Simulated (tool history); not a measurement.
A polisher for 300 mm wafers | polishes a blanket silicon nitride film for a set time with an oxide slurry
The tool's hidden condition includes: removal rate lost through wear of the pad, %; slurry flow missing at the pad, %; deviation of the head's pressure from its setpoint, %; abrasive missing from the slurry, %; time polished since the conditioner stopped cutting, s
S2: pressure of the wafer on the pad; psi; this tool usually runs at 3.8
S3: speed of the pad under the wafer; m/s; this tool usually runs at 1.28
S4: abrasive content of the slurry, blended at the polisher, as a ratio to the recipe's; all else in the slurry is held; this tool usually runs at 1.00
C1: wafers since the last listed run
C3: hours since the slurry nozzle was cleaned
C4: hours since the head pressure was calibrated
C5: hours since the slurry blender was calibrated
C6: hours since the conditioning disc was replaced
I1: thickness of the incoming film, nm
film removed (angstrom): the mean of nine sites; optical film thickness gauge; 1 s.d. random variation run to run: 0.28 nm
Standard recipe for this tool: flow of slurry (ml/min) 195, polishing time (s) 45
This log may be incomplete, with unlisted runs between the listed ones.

Run 1, hour 0.0: usual settings but flow of slurry (ml/min) 170; C1 0; wafers polished on this pad 11; C3 389.8; C4 894.6; C5 8.2; C6 25.7; I1 401.5. Result: film removed (angstrom) 325.
Run 2, hour 12.3: usual settings but flow of slurry (ml/min) 170; C1 94; wafers polished on this pad 106; C3 402.1; C4 906.9; C5 20.5; C6 38.0; I1 408.5. Result: film removed (angstrom) 331.
Run 3, hour 23.0: usual settings but flow of slurry (ml/min) 170; C1 82; wafers polished on this pad 188; C3 412.8; C4 917.6; C5 31.2; C6 48.7; I1 398.0. Result: film removed (angstrom) 329.
Run 4, hour 36.9: usual settings but S2 2.8 psi; C1 106; wafers polished on this pad 295; C3 426.7; C4 931.5; C5 45.1; C6 62.6; I1 396.2. Result: film removed (angstrom) 274.
Run 5, hour 51.8: usual settings but S2 2.8 psi; C1 114; wafers polished on this pad 409; C3 441.6; C4 946.4; C5 60.0; C6 77.5; I1 404.3. Result: film removed (angstrom) 274.
Run 6, hour 58.7: usual settings; C1 52; wafers polished on this pad 462; C3 448.5; C4 953.3; C5 66.9; C6 84.4; I1 408.7. Result: film removed (angstrom) 338.
Run 7, hour 76.2: usual settings; C1 134; wafers polished on this pad 596; C3 466.0; C4 970.8; C5 84.4; C6 101.9; I1 396.7. Result: film removed (angstrom) 333.
At hour 88.7: slurry nozzle cleaned.
Run 8, hour 92.3: usual settings; C1 115; wafers polished on this pad 712; C3 3.6; C4 986.9; C5 100.5; C6 118.0; I1 407.1. Result: film removed (angstrom) 322.
At hour 102.5: worn pad replaced by a new one.
Run 9, hour 103.0: usual settings but S2 3.4 psi, polishing time (s) 39; C1 51; wafers polished on this pad 4; C3 14.3; C4 997.6; C5 111.2; C6 128.7; I1 398.7. Result: film removed (angstrom) 262.
Run 10, hour 112.7: usual settings; C1 74; wafers polished on this pad 78; C3 24.0; C4 1007.3; C5 120.9; C6 138.4; I1 398.7. Result: film removed (angstrom) 320.
Run 11, hour 123.1: usual settings but flow of slurry (ml/min) 215, S3 1.52 m/s, S4 1.25, polishing time (s) 52; C1 79; wafers polished on this pad 158; C3 34.4; C4 1017.7; C5 131.3; C6 148.8; I1 401.8. Result: film removed (angstrom) 458.
At hour 127.7: head pressure recalibrated.
Run 12, hour 136.3: usual settings but flow of slurry (ml/min) 155; C1 85; wafers polished on this pad 244; C3 47.6; C4 8.6; C5 144.5; C6 162.0; I1 393.6. Result: film removed (angstrom) 298.
Run 13, hour 175.4: usual settings but flow of slurry (ml/min) 220, polishing time (s) 33; C1 300; wafers polished on this pad 544; C3 86.7; C4 47.7; C5 183.6; C6 201.1; I1 407.7. Result: film removed (angstrom) 232.
Run 14, hour 186.6: usual settings; C1 85; wafers polished on this pad 630; C3 97.9; C4 58.9; C5 194.8; C6 212.3; I1 405.1. Result: film removed (angstrom) 310.
Run 15, hour 194.0: usual settings but flow of slurry (ml/min) 250, S3 1.10 m/s, polishing time (s) 53; C1 56; wafers polished on this pad 687; C3 105.3; C4 66.3; C5 202.2; C6 219.7; I1 403.4. Result: film removed (angstrom) 338.
At hour 199.8: slurry nozzle cleaned, repeated, since the last time left the tool worse.
At hour 205.5: worn pad replaced by a new one.
Run 16, hour 206.0: usual settings; C1 53; wafers polished on this pad 3; C3 6.2; C4 78.3; C5 214.2; C6 231.7; I1 399.5. Result: film removed (angstrom) 352.
Run 17, hour 211.5: usual settings but S2 2.8 psi, polishing time (s) 57; C1 42; wafers polished on this pad 45; C3 11.7; C4 83.8; C5 219.7; C6 237.2; I1 406.4. Result: film removed (angstrom) 369.
Run 18, hour 220.7: usual settings but polishing time (s) 37; C1 70; wafers polished on this pad 116; C3 20.9; C4 93.0; C5 228.9; C6 246.4; I1 399.7. Result: film removed (angstrom) 288.
Run 19, hour 234.8: usual settings; C1 108; wafers polished on this pad 224; C3 35.0; C4 107.1; C5 243.0; C6 260.5; I1 400.8. Result: film removed (angstrom) 346.
Run 20, hour 250.1: usual settings but S3 1.68 m/s, S4 0.80, polishing time (s) 61; C1 117; wafers polished on this pad 342; C3 50.3; C4 122.4; C5 258.3; C6 275.8; I1 400.0. Result: film removed (angstrom) 541.
Run 21, hour 267.1: usual settings but S4 1.20; C1 130; wafers polished on this pad 472; C3 67.3; C4 139.4; C5 275.3; C6 292.8; I1 401.1. Result: film removed (angstrom) 361.
Run 22, hour 280.3: usual settings but flow of slurry (ml/min) 155, S3 1.02 m/s, S4 1.15, polishing time (s) 38; C1 101; wafers polished on this pad 573; C3 80.5; C4 152.6; C5 288.5; C6 306.0; I1 392.3. Result: film removed (angstrom) 245.
Run 23, hour 286.9: usual settings but flow of slurry (ml/min) 215, S3 1.52 m/s, S4 1.25, polishing time (s) 52; C1 50; wafers polished on this pad 624; C3 87.1; C4 159.2; C5 295.1; C6 312.6; I1 400.0. Result: film removed (angstrom) 501.
Run 24, hour 304.0: usual settings; C1 131; wafers polished on this pad 755; C3 104.2; C4 176.3; C5 312.2; C6 329.7; I1 404.0. Result: film removed (angstrom) 343.
At hour 310.9: worn pad replaced by a new one.
Run 25, hour 314.3: usual settings but S4 1.10, polishing time (s) 38; C1 48; wafers polished on this pad 26; C3 114.5; C4 186.6; C5 322.5; C6 340.0; I1 398.9. Result: film removed (angstrom) 298.
At hour 320.3: slurry blender recalibrated.
Run 26, hour 329.3: usual settings but flow of slurry (ml/min) 135, S3 0.96 m/s; C1 99; wafers polished on this pad 126; C3 129.5; C4 201.6; C5 9.0; C6 355.0; I1 405.8. Result: film removed (angstrom) 255.

Each row is a separate what-if for the run after 26, all from the same tool condition, not one after another. Results?
Run A, hour 329.7: usual settings but S2 3.2 psi; C1 3; wafers polished on this pad 129; C3 129.9; C4 202.0; C5 9.4; C6 355.4; I1 403.0. Result: film removed (angstrom) ?.
Run B, hour 329.7: usual settings but S2 4.6 psi; C1 3; wafers polished on this pad 129; C3 129.9; C4 202.0; C5 9.4; C6 355.4; I1 403.0. Result: film removed (angstrom) ?.
Run C, hour 329.7: usual settings but S3 1.70 m/s, S4 1.25; C1 3; wafers polished on this pad 129; C3 129.9; C4 202.0; C5 9.4; C6 355.4; I1 403.0. Result: film removed (angstrom) ?.
Run D, hour 329.7: usual settings but S2 5.0 psi, S4 0.80, polishing time (s) 38; C1 3; wafers polished on this pad 129; C3 129.9; C4 202.0; C5 9.4; C6 355.4; I1 403.0. Result: film removed (angstrom) ?.

run  film removed (angstrom)
  A                      305
  B                      386
  C                      462
  D                      318
Without the tool's hidden state the same runs would have given:
run  film removed (angstrom)
  A                      311
  B                      394
  C                      471
  D                      325
